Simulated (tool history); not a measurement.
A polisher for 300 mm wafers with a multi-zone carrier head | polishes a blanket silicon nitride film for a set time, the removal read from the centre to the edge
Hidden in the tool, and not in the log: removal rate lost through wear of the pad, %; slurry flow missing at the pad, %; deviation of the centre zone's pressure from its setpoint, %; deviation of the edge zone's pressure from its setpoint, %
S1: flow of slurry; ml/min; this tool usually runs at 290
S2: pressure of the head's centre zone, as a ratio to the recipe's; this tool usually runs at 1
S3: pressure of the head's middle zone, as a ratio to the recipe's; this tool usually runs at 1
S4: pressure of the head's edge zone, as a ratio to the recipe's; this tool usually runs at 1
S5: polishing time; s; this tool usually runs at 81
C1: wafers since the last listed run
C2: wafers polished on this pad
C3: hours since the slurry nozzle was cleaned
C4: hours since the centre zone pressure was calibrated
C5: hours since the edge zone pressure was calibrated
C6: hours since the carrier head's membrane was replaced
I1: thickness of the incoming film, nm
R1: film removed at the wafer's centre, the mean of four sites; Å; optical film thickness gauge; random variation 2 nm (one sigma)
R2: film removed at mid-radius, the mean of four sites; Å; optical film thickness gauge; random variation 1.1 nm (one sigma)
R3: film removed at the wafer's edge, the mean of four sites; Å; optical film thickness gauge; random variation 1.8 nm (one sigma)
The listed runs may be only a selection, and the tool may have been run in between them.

run	hour	S1	S2	S3	S4	S5	C1	C2	C3	C4	C5	C6	I1	R1	R2	R3
1	0	290	1	1	0.95	81	0	5493	383.4	172.2	70.4	322.2	814.9	1469	1499	1503
2	55.2	290	1	1	0.95	81	677	6171	438.6	227.4	125.6	377.4	801.1	1413	1513	1475
3	126.3	290	1	1	0.95	81	872	7043	509.7	298.5	196.7	448.5	818.7	1389	1486	1473
# hour 164.7: worn pad replaced by a new one
4	231.4	290	1.07	1	1.06	81	1241	818	614.8	403.6	301.8	553.6	815.6	1578	1574	1634
5	330.3	290	1.11	0.94	1	81	1214	2032	713.7	502.5	400.7	652.5	814.7	1603	1479	1566
# hour 355.3: slurry nozzle cleaned
6	381.5	335	1	1	1	54	616	2648	26.2	553.7	451.9	703.7	829.2	1000	1064	1076
7	467.2	290	0.92	1	0.94	81	1052	3700	111.9	639.4	537.6	789.4	824.8	1374	1552	1555
# hour 474.5: centre zone pressure recalibrated
8	541.3	290	1	1	1	81	885	4585	186	66.8	611.7	863.5	821.9	1487	1550	1540
9	589.6	290	1	1	1	81	592	5178	234.3	115.1	660	911.8	824.9	1461	1517	1544
10	686.7	290	1	1.06	1	81	1191	6370	331.4	212.2	757.1	1008.9	826.4	1417	1602	1532
# hour 761.1: worn pad replaced by a new one
11	774.1	290	1.06	1	1.07	81	1023	159	418.8	299.6	844.5	1096.3	808.6	1491	1563	1662
12	855.6	290	0.96	1	1	81	1000	1159	500.3	381.1	926	1177.8	829	1426	1574	1586
13	949.8	290	1	1.05	1	63	1156	2316	594.5	475.3	1020.2	1272	812.1	1115	1272	1222
# hour 1012.4: slurry nozzle cleaned
14	1037	290	0.94	1	1	81	1058	3374	24.6	562.5	1107.4	1359.2	820.3	1329	1548	1556
# hour 1108: carrier head's membrane replaced by a new one
# hour 1113.6: centre zone pressure recalibrated
15	1135.1	290	1	1	1	81	1118	4492	122.7	21.5	1205.5	27.1	838.8	1534	1553	1595
# hour 1262.8: edge zone pressure recalibrated
# hour 1401: worn pad replaced by a new one
16	1442.8	290	1	1	1	81	3703	513	430.4	329.2	180	334.8	826.6	1438	1580	1564
17	1493.8	340	1	0.95	1	81	626	1139	481.4	380.2	231	385.8	811	1536	1523	1627
# hour 1650.4: slurry nozzle cleaned
18	1743	290	1	1	1	81	3046	4186	92.6	629.4	480.2	635	829.6	1423	1547	1584
19	1784.8	290	1.04	1	1	103	513	4699	134.4	671.2	522	676.8	807.5	1862	1967	2000
20	1823.2	290	1	1	1	81	471	5171	172.8	709.6	560.4	715.2	830.5	1419	1556	1528
# hour 1867.4: centre zone pressure recalibrated
21	1889.8	355	0.94	0.93	1	81	793	5964	239.4	22.4	627	781.8	811.4	1461	1467	1566
22	1973.6	290	1.08	1	1.09	81	1028	6992	323.2	106.2	710.8	865.6	829.1	1575	1520	1581
23	2066	290	1.11	1.09	0.94	58	1134	8127	415.6	198.6	803.2	958	832.3	1130	1146	1035

3 ways to go on from here, each from the tool as it stands after run 23. What would each give?
A	2066.4	290	1	0.89	1	81	4	8131	416	199	803.6	958.4	820.7	?	?	?
B	2066.4	290	1	1	0.91	81	4	8131	416	199	803.6	958.4	820.7	?	?	?
C	2066.4	290	1	0.94	1.03	81	4	8131	416	199	803.6	958.4	820.7	?	?	?

run	R1	R2	R3
A	1431	1352	1529
B	1432	1490	1460
C	1431	1414	1550
With no hidden state in the tool, these same runs would have given:
run	R1	R2	R3
A	1586	1435	1624
B	1587	1582	1551
C	1586	1502	1646

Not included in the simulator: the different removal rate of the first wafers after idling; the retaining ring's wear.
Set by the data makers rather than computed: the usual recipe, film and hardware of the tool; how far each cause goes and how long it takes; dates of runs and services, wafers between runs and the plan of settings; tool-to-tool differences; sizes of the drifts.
